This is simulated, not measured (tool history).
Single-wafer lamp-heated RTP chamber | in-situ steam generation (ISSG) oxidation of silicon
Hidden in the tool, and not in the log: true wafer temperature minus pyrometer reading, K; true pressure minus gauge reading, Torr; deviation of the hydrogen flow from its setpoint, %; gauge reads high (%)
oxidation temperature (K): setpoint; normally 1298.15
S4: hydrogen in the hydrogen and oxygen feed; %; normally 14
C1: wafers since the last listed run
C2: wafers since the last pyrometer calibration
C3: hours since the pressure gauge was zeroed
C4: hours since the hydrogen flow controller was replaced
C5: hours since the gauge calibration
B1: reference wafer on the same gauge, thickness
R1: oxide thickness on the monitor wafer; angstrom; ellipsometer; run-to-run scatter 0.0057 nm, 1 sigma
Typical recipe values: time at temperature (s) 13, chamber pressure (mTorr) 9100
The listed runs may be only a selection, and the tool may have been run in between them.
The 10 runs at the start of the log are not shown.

Run 11, hour 506.7: usual settings but time at temperature (s) 11; C1 738; C2 2967; C3 3277.2; C4 4621.6; C5 1887.1; B1 3.510. Result: R1 35.32 angstrom.
At hour 536.0: pressure gauge zeroed.
Run 12, hour 545.5: usual settings but time at temperature (s) 10, chamber pressure (mTorr) 9500; C1 266; C2 3233; C3 9.5; C4 4660.4; C5 1925.9; B1 3.510. Result: R1 33.55 angstrom.
Run 13, hour 606.6: usual settings but chamber pressure (mTorr) 8400; C1 528; C2 3761; C3 70.6; C4 4721.5; C5 1987.0; B1 3.509. Result: R1 38.31 angstrom.
Run 14, hour 631.7: usual settings but chamber pressure (mTorr) 7900; C1 216; C2 3978; C3 95.7; C4 4746.6; C5 2012.1; B1 3.510. Result: R1 38.29 angstrom.
At hour 635.0: gauge calibrated.
Run 15, hour 692.1: usual settings but time at temperature (s) 16, S4 11 %; C1 522; C2 4500; C3 156.1; C4 4807.0; C5 57.1; B1 3.509. Result: R1 40.11 angstrom.
Run 16, hour 736.1: usual settings but oxidation temperature (K) 1311.15, time at temperature (s) 10, chamber pressure (mTorr) 10200; C1 380; C2 4881; C3 200.1; C4 4851.0; C5 101.1; B1 3.511. Result: R1 35.00 angstrom.
At hour 778.1: pyrometer window cleaned and pyrometer calibrated.
At hour 791.7: hydrogen flow controller replaced.
Run 17, hour 792.2: usual settings; C1 346; C2 52; C3 256.2; C4 0.5; C5 157.2; B1 3.510. Result: R1 38.32 angstrom.
Run 18, hour 818.7: usual settings; C1 229; C2 281; C3 282.7; C4 27.0; C5 183.7; B1 3.509. Result: R1 38.33 angstrom.
Run 19, hour 848.6: usual settings; C1 258; C2 540; C3 312.6; C4 56.9; C5 213.6; B1 3.510. Result: R1 38.44 angstrom.
Run 20, hour 998.5: usual settings; C1 1295; C2 1836; C3 462.5; C4 206.8; C5 363.5; B1 3.510. Result: R1 38.44 angstrom.
Run 21, hour 1066.6: usual settings but oxidation temperature (K) 1314.15, time at temperature (s) 10, chamber pressure (mTorr) 10100, S4 17 %; C1 588; C2 2424; C3 530.6; C4 274.9; C5 431.6; B1 3.510. Result: R1 37.42 angstrom.
Run 22, hour 1144.9: usual settings; C1 676; C2 3101; C3 608.9; C4 353.2; C5 509.9; B1 3.510. Result: R1 38.53 angstrom.
Run 23, hour 1196.7: usual settings but time at temperature (s) 8, S4 17 %; C1 447; C2 3549; C3 660.7; C4 405.0; C5 561.7; B1 3.511. Result: R1 32.15 angstrom.
Run 24, hour 1247.9: usual settings but chamber pressure (mTorr) 8100; C1 442; C2 3991; C3 711.9; C4 456.2; C5 612.9; B1 3.510. Result: R1 38.77 angstrom.
At hour 1272.3: pyrometer window cleaned and pyrometer calibrated.
Run 25, hour 1311.6: usual settings; C1 481; C2 339; C3 775.6; C4 519.9; C5 676.6; B1 3.511. Result: R1 38.32 angstrom.
Run 26, hour 1505.5: usual settings but oxidation temperature (K) 1308.15, time at temperature (s) 9, chamber pressure (mTorr) 8400, S4 11 %; C1 1675; C2 2015; C3 969.5; C4 713.8; C5 870.5; B1 3.510. Result: R1 31.93 angstrom.
Run 27, hour 1557.7: usual settings but chamber pressure (mTorr) 9800, S4 11 %; C1 451; C2 2467; C3 1021.7; C4 766.0; C5 922.7; B1 3.510. Result: R1 36.16 angstrom.
Run 28, hour 1619.0: usual settings but chamber pressure (mTorr) 8300, S4 20 %; C1 529; C2 2996; C3 1083.0; C4 827.3; C5 984.0; B1 3.510. Result: R1 41.98 angstrom.
Run 29, hour 1666.0: usual settings but oxidation temperature (K) 1307.15, chamber pressure (mTorr) 8000, S4 11 %; C1 406; C2 3403; C3 1130.0; C4 874.3; C5 1031.0; B1 3.510. Result: R1 38.20 angstrom.
Run 30, hour 1732.8: usual settings but chamber pressure (mTorr) 9900; C1 577; C2 3980; C3 1196.8; C4 941.1; C5 1097.8; B1 3.510. Result: R1 38.17 angstrom.

Branching from run 30: 5 alternative next runs. What would each branch give?
Run A, hour 1733.3: usual settings; C1 4; C2 3984; C3 1197.3; C4 941.6; C5 1098.3; B1 ?. Result: R1 ?.
Run B, hour 1733.3: usual settings but time at temperature (s) 9; C1 4; C2 3984; C3 1197.3; C4 941.6; C5 1098.3; B1 ?. Result: R1 ?.
Run C, hour 1733.3: usual settings but oxidation temperature (K) 1317.15, chamber pressure (mTorr) 8000, S4 11 %; C1 4; C2 3984; C3 1197.3; C4 941.6; C5 1098.3; B1 ?. Result: R1 ?.
Run D, hour 1733.3: usual settings but oxidation temperature (K) 1285.15, time at temperature (s) 8, chamber pressure (mTorr) 10200; C1 4; C2 3984; C3 1197.3; C4 941.6; C5 1098.3; B1 ?. Result: R1 ?.
Run E, hour 1733.3: usual settings but oxidation temperature (K) 1283.15, time at temperature (s) 9; C1 4; C2 3984; C3 1197.3; C4 941.6; C5 1098.3; B1 ?. Result: R1 ?.

run     B1     R1
  A  3.511  38.57
  B  3.511  32.43
  C  3.511  39.98
  D  3.511  28.88
  E  3.511  30.74
What these runs would have given with no unlogged condition in the tool:
run     R1
  A  38.34
  B  32.26
  C  39.71
  D  28.76
  E  30.60
